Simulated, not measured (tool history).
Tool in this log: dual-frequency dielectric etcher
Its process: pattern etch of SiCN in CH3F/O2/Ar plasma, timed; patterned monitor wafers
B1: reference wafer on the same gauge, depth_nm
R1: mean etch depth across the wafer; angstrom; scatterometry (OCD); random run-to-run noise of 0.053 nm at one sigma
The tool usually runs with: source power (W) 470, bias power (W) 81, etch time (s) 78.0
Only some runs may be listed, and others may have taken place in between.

Run 1, hour 0.0: usual settings but source power (W) 500; B1 36.91. Result: R1 353.6 angstrom.
Run 2, hour 35.3: usual settings; B1 36.90. Result: R1 347.4 angstrom.
Run 3, hour 66.9: usual settings; B1 36.91. Result: R1 348.0 angstrom.
Run 4, hour 80.8: usual settings but bias power (W) 76; B1 36.92. Result: R1 336.4 angstrom.
Run 5, hour 97.9: usual settings but bias power (W) 76; B1 36.91. Result: R1 336.4 angstrom.
Run 6, hour 106.1: usual settings but bias power (W) 76; B1 36.94. Result: R1 336.0 angstrom.
Run 7, hour 119.8: usual settings but source power (W) 400; B1 36.88. Result: R1 334.3 angstrom.
At hour 136.7: bias power generator calibrated.
Run 8, hour 137.4: usual settings but source power (W) 400; B1 36.88. Result: R1 335.1 angstrom.
Run 9, hour 143.5: usual settings but source power (W) 400; B1 36.89. Result: R1 334.7 angstrom.
Run 10, hour 157.6: usual settings but etch time (s) 64.0; B1 36.89. Result: R1 284.0 angstrom.
Run 11, hour 170.1: usual settings but etch time (s) 64.0; B1 36.91. Result: R1 283.6 angstrom.
Run 12, hour 185.6: usual settings but bias power (W) 76; B1 36.90. Result: R1 334.9 angstrom.
Run 13, hour 194.6: usual settings but etch time (s) 100.0; B1 36.91. Result: R1 442.0 angstrom.
At hour 202.9: gauge calibrated.
At hour 204.2: source power generator calibrated.
At hour 230.3: upper electrode replaced.
At hour 242.7: wet clean of the chamber.
Run 14, hour 243.2: usual settings but source power (W) 390, bias power (W) 73, etch time (s) 94.0; B1 36.89. Result: R1 394.1 angstrom.
Run 15, hour 243.6: usual settings but etch time (s) 66.0; B1 36.91. Result: R1 301.1 angstrom.
Run 16, hour 243.9: usual settings but bias power (W) 96, etch time (s) 85.5; B1 36.88. Result: R1 424.8 angstrom.
Run 17, hour 248.2: usual settings but bias power (W) 73; B1 36.87. Result: R1 338.1 angstrom.
Run 18, hour 264.7: usual settings but source power (W) 530; B1 36.90. Result: R1 366.1 angstrom.
Run 19, hour 278.9: usual settings but source power (W) 360, bias power (W) 63; B1 36.90. Result: R1 297.1 angstrom.
Run 20, hour 288.1: usual settings but bias power (W) 94, etch time (s) 64.0; B1 36.91. Result: R1 313.7 angstrom.
Run 21, hour 298.5: usual settings but source power (W) 400; B1 36.90. Result: R1 344.9 angstrom.
Run 22, hour 315.7: usual settings but source power (W) 410, bias power (W) 66, etch time (s) 91.0; B1 36.91. Result: R1 364.2 angstrom.
Run 23, hour 330.8: usual settings but source power (W) 520; B1 36.90. Result: R1 363.3 angstrom.

How would selected steps in R1 from run to run divide? Give the signed amount a tool lacking its hidden state would still show from settings, what came in and random variation, and the signed amount left for the hidden state, including any gauge scatter that is not in both of the compared results.
Hidden state at play: etch rate over this chamber's usual, %; source power that arrives over what is set, %; bias power that arrives over what is set, %; gauge reads high (%).
Run 12 -> 13: bias power (W) 76 -> 81, etch time (s) 78.0 -> 100.0. R1 +107.1 angstrom: hidden state -3.8, all else +110.9.
Run 13 -> 14: source power (W) 470 -> 390, bias power (W) 81 -> 73, etch time (s) 100.0 -> 94.0, gauge calibrated, source power generator calibrated, upper electrode replaced, wet clean of the chamber. R1 -47.9 angstrom: hidden state +14.7, all else -62.6.
Run 15 -> 16: bias power (W) 81 -> 96, etch time (s) 66.0 -> 85.5. R1 +123.7 angstrom: hidden state +0.0, all else +123.7.
